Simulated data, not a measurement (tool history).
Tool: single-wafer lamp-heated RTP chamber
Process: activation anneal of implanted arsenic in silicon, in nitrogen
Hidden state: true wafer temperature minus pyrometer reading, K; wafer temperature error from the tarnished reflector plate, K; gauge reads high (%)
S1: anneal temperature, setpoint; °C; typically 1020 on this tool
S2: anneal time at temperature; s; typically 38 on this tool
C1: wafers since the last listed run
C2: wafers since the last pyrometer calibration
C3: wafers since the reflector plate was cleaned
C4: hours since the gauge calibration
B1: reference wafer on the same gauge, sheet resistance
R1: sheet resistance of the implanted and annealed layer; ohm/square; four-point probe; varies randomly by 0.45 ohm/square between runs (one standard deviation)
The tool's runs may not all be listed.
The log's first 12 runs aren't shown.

Run 13, hour 166.1: usual settings but S1 996 °C, S2 56 s; C1 150; C2 4713; C3 6428; C4 236.5; B1 106.18. Result: R1 85.87 ohm/square.
At hour 189.6: pyrometer window cleaned and pyrometer calibrated.
Run 14, hour 190.1: usual settings but S1 996 °C, S2 56 s; C1 202; C2 6; C3 6630; C4 260.5; B1 106.54. Result: R1 89.86 ohm/square.
Run 15, hour 193.8: usual settings; C1 46; C2 53; C3 6677; C4 264.2; B1 106.34. Result: R1 86.54 ohm/square.
Run 16, hour 206.3: usual settings; C1 158; C2 211; C3 6835; C4 276.7; B1 106.29. Result: R1 85.62 ohm/square.
At hour 208.3: gauge calibrated.
Run 17, hour 212.4: usual settings but S1 997 °C, S2 56 s; C1 77; C2 288; C3 6912; C4 4.1; B1 106.44. Result: R1 89.39 ohm/square.
Run 18, hour 229.2: usual settings; C1 212; C2 500; C3 7124; C4 20.9; B1 106.23. Result: R1 84.97 ohm/square.
Run 19, hour 237.2: usual settings but S1 1043 °C, S2 55 s; C1 101; C2 602; C3 7225; C4 28.9; B1 106.10. Result: R1 71.73 ohm/square.
At hour 250.0: reflector plate cleaned.
Run 20, hour 250.5: usual settings but S1 995 °C, S2 58 s; C1 66; C2 669; C3 6; C4 42.2; B1 106.21. Result: R1 91.25 ohm/square.
Run 21, hour 253.3: usual settings but S1 1036 °C, S2 23 s; C1 35; C2 704; C3 42; C4 45.0; B1 106.22. Result: R1 88.65 ohm/square.
Run 22, hour 265.4: usual settings; C1 152; C2 857; C3 195; C4 57.1; B1 106.40. Result: R1 86.17 ohm/square.
Run 23, hour 281.4: usual settings but S1 1036 °C; C1 202; C2 1059; C3 397; C4 73.1; B1 106.55. Result: R1 80.45 ohm/square.
Run 24, hour 296.9: usual settings but S1 993 °C, S2 25 s; C1 195; C2 1255; C3 593; C4 88.6; B1 106.27. Result: R1 106.82 ohm/square.
Run 25, hour 310.3: usual settings; C1 169; C2 1424; C3 762; C4 102.0; B1 106.55. Result: R1 86.46 ohm/square.
Run 26, hour 322.5: usual settings; C1 154; C2 1579; C3 917; C4 114.2; B1 106.36. Result: R1 86.53 ohm/square.
Run 27, hour 331.1: usual settings but S1 1049 °C, S2 48 s; C1 108; C2 1687; C3 1025; C4 122.8; B1 106.22. Result: R1 72.97 ohm/square.
Run 28, hour 341.9: usual settings but S1 1000 °C; C1 136; C2 1824; C3 1162; C4 133.6; B1 106.35. Result: R1 94.80 ohm/square.
Run 29, hour 359.2: usual settings; C1 218; C2 2043; C3 1380; C4 150.9; B1 106.44. Result: R1 86.05 ohm/square.
Run 30, hour 370.5: usual settings but S1 991 °C, S2 45 s; C1 142; C2 2185; C3 1523; C4 162.2; B1 106.27. Result: R1 96.23 ohm/square.
Run 31, hour 392.4: usual settings; C1 276; C2 2462; C3 1800; C4 184.1; B1 106.27. Result: R1 85.77 ohm/square.
Run 32, hour 407.1: usual settings but S1 998 °C, S2 58 s; C1 185; C2 2648; C3 1986; C4 198.8; B1 106.24. Result: R1 87.43 ohm/square.

Forecast each of these 5 alternatives for the next run:
Run A, hour 407.5: usual settings but S2 16 s; C1 5; C2 2653; C3 1991; C4 199.2; B1 ?. Result: R1 ?.
Run B, hour 407.5: usual settings but S2 59 s; C1 5; C2 2653; C3 1991; C4 199.2; B1 ?. Result: R1 ?.
Run C, hour 407.5: usual settings but S1 1001 °C, S2 21 s; C1 5; C2 2653; C3 1991; C4 199.2; B1 ?. Result: R1 ?.
Run D, hour 407.5: usual settings but S1 996 °C, S2 30 s; C1 5; C2 2653; C3 1991; C4 199.2; B1 ?. Result: R1 ?.
Run E, hour 407.5: usual settings but S1 1042 °C, S2 53 s; C1 5; C2 2653; C3 1991; C4 199.2; B1 ?. Result: R1 ?.

run      B1      R1
  A  106.18   99.49
  B  106.18   78.48
  C  106.18  104.06
  D  106.18  100.33
  E  106.18   72.76
The same runs, with their run-to-run variation unchanged, on a tool lacking any hidden condition would have given:
run      R1
  A  104.53
  B   82.54
  C  109.74
  D  106.09
  E   75.96
